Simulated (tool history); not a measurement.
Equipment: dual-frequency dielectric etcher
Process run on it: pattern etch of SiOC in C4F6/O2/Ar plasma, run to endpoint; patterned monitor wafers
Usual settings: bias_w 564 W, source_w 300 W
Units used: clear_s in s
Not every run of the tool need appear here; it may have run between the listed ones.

| run | hour | bias_w | source_w | incoming incoming film thickness, nm | clear_s |
|---|---|---|---|---|---|
| 1 | 0 | 564 | 260 | 46.89 | 18.3 |
| 2 | 77.3 | 564 | 300 | 47.45 | 16.9 |
| 3 | 136.3 | 564 | 300 | 47.11 | 16.7 |
| 4 | 176.5 | 564 | 300 | 47.23 | 16.8 |
| 5 | 264.1 | 564 | 300 | 46.51 | 16.4 |
|  | 342.3 | wet clean of the chamber |
| 6 | 369.6 | 564 | 300 | 47.18 | 17.3 |
| 7 | 417 | 564 | 300 | 47.22 | 17.1 |
| 8 | 521.1 | 564 | 300 | 47.19 | 17.1 |
| 9 | 580.7 | 564 | 300 | 47.24 | 17.1 |
| 10 | 647.1 | 616 | 300 | 47.53 | 16.3 |
| 11 | 687.1 | 564 | 280 | 47.45 | 17.7 |
| 12 | 772.9 | 564 | 300 | 47.28 | 16.8 |
| 13 | 815.8 | 702 | 270 | 46.86 | 16.1 |
|  | 917.2 | source power generator calibrated |
|  | 934.6 | wet clean of the chamber |
|  | 938 | bias power generator calibrated |
| 14 | 1097.8 | 564 | 300 | 47.33 | 17.1 |
|  | 1164.9 | upper electrode replaced |
| 15 | 1165.4 | 564 | 240 | 47.22 | 19.5 |
| 16 | 1201.3 | 424 | 270 | 47.35 | 20.2 |
| 17 | 1237.5 | 490 | 360 | 47.11 | 16.2 |

What does the tool deliver on the next run?
| 18 | 1294.7 | 668 | 220 | 47.18 | ? |

Run 18 gave clear_s 18.7 s.
Were there no unlogged condition in the tool, this run, its random variation unchanged, would have produced clear_s 19.3 s.
